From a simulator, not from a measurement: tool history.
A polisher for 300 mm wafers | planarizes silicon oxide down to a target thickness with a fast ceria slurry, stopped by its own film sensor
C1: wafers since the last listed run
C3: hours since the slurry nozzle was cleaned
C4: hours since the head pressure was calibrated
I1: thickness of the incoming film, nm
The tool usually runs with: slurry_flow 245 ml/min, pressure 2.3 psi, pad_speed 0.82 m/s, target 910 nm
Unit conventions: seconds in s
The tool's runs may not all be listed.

Run 1, day 0: usual settings but pressure 1.8 psi; C1 0; wafers polished on this pad 714; C3 88.1; C4 344; I1 1831.2. Result: seconds 100.7 s.
Run 2, day 0.721: usual settings but pressure 1.8 psi; C1 188; wafers polished on this pad 902; C3 105.4; C4 361.3; I1 1789.4. Result: seconds 96.5 s.
Run 3, day 2.021: usual settings but pressure 1.8 psi; C1 339; wafers polished on this pad 1242; C3 136.6; C4 392.5; I1 1807.9. Result: seconds 99.4 s.
Run 4, day 2.792: usual settings but pressure 2.5 psi, pad_speed 0.66 m/s; C1 201; wafers polished on this pad 1443; C3 155.1; C4 411; I1 1799.2. Result: seconds 87.1 s.
Run 5, day 3.8: usual settings; C1 263; wafers polished on this pad 1706; C3 179.3; C4 435.2; I1 1814.7. Result: seconds 81.3 s.
Run 6, day 4.588: usual settings; C1 205; wafers polished on this pad 1912; C3 198.2; C4 454.1; I1 1809.5. Result: seconds 80 s.
Run 7, day 5.117: usual settings; C1 138; wafers polished on this pad 2050; C3 210.9; C4 466.8; I1 1810. Result: seconds 80.8 s.
At day 5.704: worn pad replaced by a new one.
At day 5.85: head pressure recalibrated.
Run 8, day 6.229: usual settings; C1 225; wafers polished on this pad 115; C3 237.6; C4 9.1; I1 1834.7. Result: seconds 88.9 s.
Run 9, day 6.829: usual settings; C1 156; wafers polished on this pad 272; C3 252; C4 23.5; I1 1816.2. Result: seconds 85.8 s.
Run 10, day 10.733: usual settings; C1 1019; wafers polished on this pad 1292; C3 345.7; C4 117.2; I1 1818.5. Result: seconds 86.4 s.
Run 11, day 11.379: usual settings; C1 168; wafers polished on this pad 1461; C3 361.2; C4 132.7; I1 1816.7. Result: seconds 88.2 s.
Run 12, day 11.962: usual settings; C1 152; wafers polished on this pad 1613; C3 375.2; C4 146.7; I1 1796. Result: seconds 82.3 s.
Run 13, day 13.379: usual settings but pressure 1.8 psi, pad_speed 0.64 m/s; C1 370; wafers polished on this pad 1983; C3 409.2; C4 180.7; I1 1790.1. Result: seconds 119 s.
At day 14.079: worn pad replaced by a new one.
Run 14, day 14.296: usual settings but pressure 1.8 psi, pad_speed 0.64 m/s; C1 195; wafers polished on this pad 56; C3 431.2; C4 202.7; I1 1821.9. Result: seconds 119.1 s.
Run 15, day 14.862: usual settings but pressure 1.8 psi, pad_speed 0.64 m/s; C1 148; wafers polished on this pad 204; C3 444.8; C4 216.3; I1 1817.1. Result: seconds 122.7 s.
Run 16, day 15.817: usual settings; C1 249; wafers polished on this pad 453; C3 467.7; C4 239.2; I1 1804.5. Result: seconds 80.2 s.
Run 17, day 16.929: usual settings; C1 290; wafers polished on this pad 744; C3 494.4; C4 265.9; I1 1795.7. Result: seconds 78.4 s.
Run 18, day 17.908: usual settings but slurry_flow 275 ml/min; C1 255; wafers polished on this pad 1000; C3 517.9; C4 289.4; I1 1788.1. Result: seconds 80.9 s.
Run 19, day 19.229: usual settings but slurry_flow 180 ml/min, pressure 1.6 psi, pad_speed 0.58 m/s, target 672 nm; C1 345; wafers polished on this pad 1345; C3 549.6; C4 321.1; I1 1787.3. Result: seconds 169.1 s.
Run 20, day 20.212: usual settings but pressure 1.6 psi, pad_speed 0.64 m/s; C1 256; wafers polished on this pad 1602; C3 573.2; C4 344.7; I1 1799.6. Result: seconds 127 s.
Run 21, day 21.442: usual settings but slurry_flow 325 ml/min, pressure 2.9 psi, pad_speed 1.06 m/s, target 1078 nm; C1 321; wafers polished on this pad 1923; C3 602.7; C4 374.2; I1 1815.9. Result: seconds 44.8 s.
Run 22, day 22.812: usual settings but slurry_flow 185 ml/min, target 1222 nm; C1 358; wafers polished on this pad 2281; C3 635.6; C4 407.1; I1 1817.3. Result: seconds 55.2 s.
At day 23.2: worn pad replaced by a new one.
Run 23, day 23.933: usual settings; C1 249; wafers polished on this pad 191; C3 662.5; C4 434; I1 1822.2. Result: seconds 83.2 s.
At day 24.767: slurry nozzle cleaned.
Run 24, day 25: usual settings but slurry_flow 270 ml/min, pressure 1.9 psi, pad_speed 0.58 m/s, target 620 nm; C1 267; wafers polished on this pad 459; C3 5.6; C4 459.6; I1 1795.8. Result: seconds 149.6 s.
Run 25, day 26.117: usual settings but slurry_flow 215 ml/min, pressure 1.6 psi, pad_speed 0.94 m/s; C1 291; wafers polished on this pad 750; C3 32.4; C4 486.4; I1 1797.8. Result: seconds 91.6 s.
Run 26, day 27.35: usual settings but pressure 3 psi, pad_speed 0.64 m/s; C1 322; wafers polished on this pad 1073; C3 62; C4 516; I1 1790.8. Result: seconds 72.9 s.
Run 27, day 28.55: usual settings but pressure 2.6 psi, target 991 nm; C1 313; wafers polished on this pad 1386; C3 90.8; C4 544.8; I1 1843.8. Result: seconds 67.1 s.
At day 29.333: head pressure recalibrated.
Run 28, day 29.883: usual settings but slurry_flow 195 ml/min, pressure 3 psi, target 1152 nm; C1 326; wafers polished on this pad 1713; C3 122.8; C4 13.2; I1 1819.8. Result: seconds 52.5 s.
Run 29, day 30.55: usual settings; C1 174; wafers polished on this pad 1887; C3 138.8; C4 29.2; I1 1811. Result: seconds 85.7 s.
At day 30.85: worn pad replaced by a new one.
Run 30, day 31.404: usual settings but slurry_flow 200 ml/min, pressure 3.1 psi, pad_speed 0.68 m/s, target 664 nm; C1 179; wafers polished on this pad 145; C3 159.3; C4 49.7; I1 1834.1. Result: seconds 101 s.
Run 31, day 32.812: usual settings but slurry_flow 190 ml/min, pressure 1.9 psi, pad_speed 1.04 m/s, target 742 nm; C1 367; wafers polished on this pad 513; C3 193.1; C4 83.5; I1 1794.2. Result: seconds 100 s.
Run 32, day 34.188: usual settings; C1 359; wafers polished on this pad 872; C3 226.1; C4 116.5; I1 1829.5. Result: seconds 86.7 s.
Run 33, day 35.604: usual settings but slurry_flow 270 ml/min, pressure 1.9 psi, pad_speed 0.58 m/s, target 620 nm; C1 370; wafers polished on this pad 1242; C3 260.1; C4 150.5; I1 1794.8. Result: seconds 161.6 s.
Run 34, day 36.596: usual settings but pressure 1.6 psi; C1 259; wafers polished on this pad 1501; C3 283.9; C4 174.3; I1 1798.6. Result: seconds 107.9 s.
Run 35, day 37.621: usual settings but pressure 1.8 psi, pad_speed 0.7 m/s; C1 267; wafers polished on this pad 1769; C3 308.5; C4 198.9; I1 1809.5. Result: seconds 116.7 s.
At day 39.025: worn pad replaced by a new one.
Run 36, day 39.046: usual settings; C1 328; wafers polished on this pad 5; C3 342.7; C4 233.1; I1 1769.9. Result: seconds 78.6 s.
Run 37, day 39.996: usual settings but pad_speed 0.92 m/s, target 782 nm; C1 248; wafers polished on this pad 253; C3 365.5; C4 255.9; I1 1810.5. Result: seconds 88.9 s.

Some steps in seconds between neighbouring runs. How much of each would the tool show without its hidden state too (settings, what came in, random variation), and how much is left for the hidden state, with any gauge scatter that isn't in both results?
What the log doesn't record here: removal rate lost through wear of the pad, %; slurry flow missing at the pad, %; deviation of the head's pressure from its setpoint, %.
Run 18 -> 19: slurry_flow 275 -> 180, pressure 2.3 -> 1.6, pad_speed 0.82 -> 0.58, target 910 -> 672. seconds +88.2 s: hidden state -4, all else +92.2.
Run 20 -> 21: slurry_flow 245 -> 325, pressure 1.6 -> 2.9, pad_speed 0.64 -> 1.06, target 910 -> 1078. seconds -82.2 s: hidden state +3.4, all else -85.6.
Run 23 -> 24: slurry_flow 245 -> 270, pressure 2.3 -> 1.9, pad_speed 0.82 -> 0.58, target 910 -> 620, slurry nozzle cleaned. seconds +66.4 s: hidden state -5.4, all else +71.8.
Run 27 -> 28: slurry_flow 245 -> 195, pressure 2.6 -> 3, target 991 -> 1152, head pressure recalibrated. seconds -14.6 s: hidden state +7.2, all else -21.8.
Run 32 -> 33: slurry_flow 245 -> 270, pressure 2.3 -> 1.9, pad_speed 0.82 -> 0.58, target 910 -> 620. seconds +74.9 s: hidden state -0.1, all else +75.
